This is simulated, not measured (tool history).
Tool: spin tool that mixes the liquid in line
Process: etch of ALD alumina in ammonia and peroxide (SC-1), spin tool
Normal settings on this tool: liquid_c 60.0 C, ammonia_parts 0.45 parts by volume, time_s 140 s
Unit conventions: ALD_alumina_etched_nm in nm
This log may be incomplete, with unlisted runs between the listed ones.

run,hour,liquid_c,ammonia_parts,time_s,"read-back film thickness of the ALD alumina reference wafer, read on the same gauge (nm)",ALD_alumina_etched_nm
1,0.0,60.0,0.45,200,149.99,19.35
2,50.1,60.0,0.45,140,149.99,13.48
3,98.2,60.0,0.45,140,150.00,13.68
4,131.9,60.0,0.45,140,150.00,13.66
5,160.8,60.0,0.45,140,149.99,13.47
# hour 188.8: gauge calibrated
6,219.8,60.0,0.45,140,150.00,13.42
7,284.1,60.0,0.45,140,150.01,13.60
8,347.5,60.0,0.45,140,150.01,13.70
9,403.1,50.0,0.50,140,150.02,8.21
10,468.8,60.0,0.65,90,149.98,9.07
# hour 478.3: thermometer replaced
11,522.1,66.0,0.55,85,150.00,10.37
12,567.7,68.5,0.65,80,150.01,11.09
13,614.7,55.5,0.60,215,150.01,15.48
14,676.8,60.0,0.45,80,150.02,7.09
# hour 713.1: heated supply line repaired
15,722.4,68.5,0.45,140,150.00,18.82
# hour 731.5: ammonia flow meter replaced
16,764.0,60.0,0.25,110,150.00,9.31
# hour 775.6: new drum of ammonia solution connected
17,819.3,69.5,0.45,140,149.99,19.80
18,847.1,60.0,0.45,140,149.99,12.49
19,910.1,60.0,0.45,200,150.00,17.95
20,956.8,65.0,0.65,140,150.02,16.72
21,994.5,60.0,0.45,200,149.99,17.93
22,1023.3,53.0,0.35,185,150.00,11.23
23,1062.0,60.0,0.35,210,150.00,18.58
24,1118.1,60.0,0.35,75,150.01,6.54

Alternative continuations, all from the tool just after run 24; predict every row:
A,1118.6,60.0,0.45,140,?,?
B,1118.6,60.0,0.35,175,?,?
C,1118.6,50.5,0.65,100,?,?
D,1118.6,60.0,0.45,75,?,?
E,1118.6,65.0,0.45,190,?,?

run,"read-back film thickness of the ALD alumina reference wafer, read on the same gauge (nm)",ALD_alumina_etched_nm
A,149.98,12.62
B,149.98,15.40
C,149.98,5.66
D,149.98,6.76
E,149.98,22.01
Without the tool's unlogged condition, the same runs would have read:
run,ALD_alumina_etched_nm
A,12.04
B,14.69
C,5.38
D,6.45
E,21.03
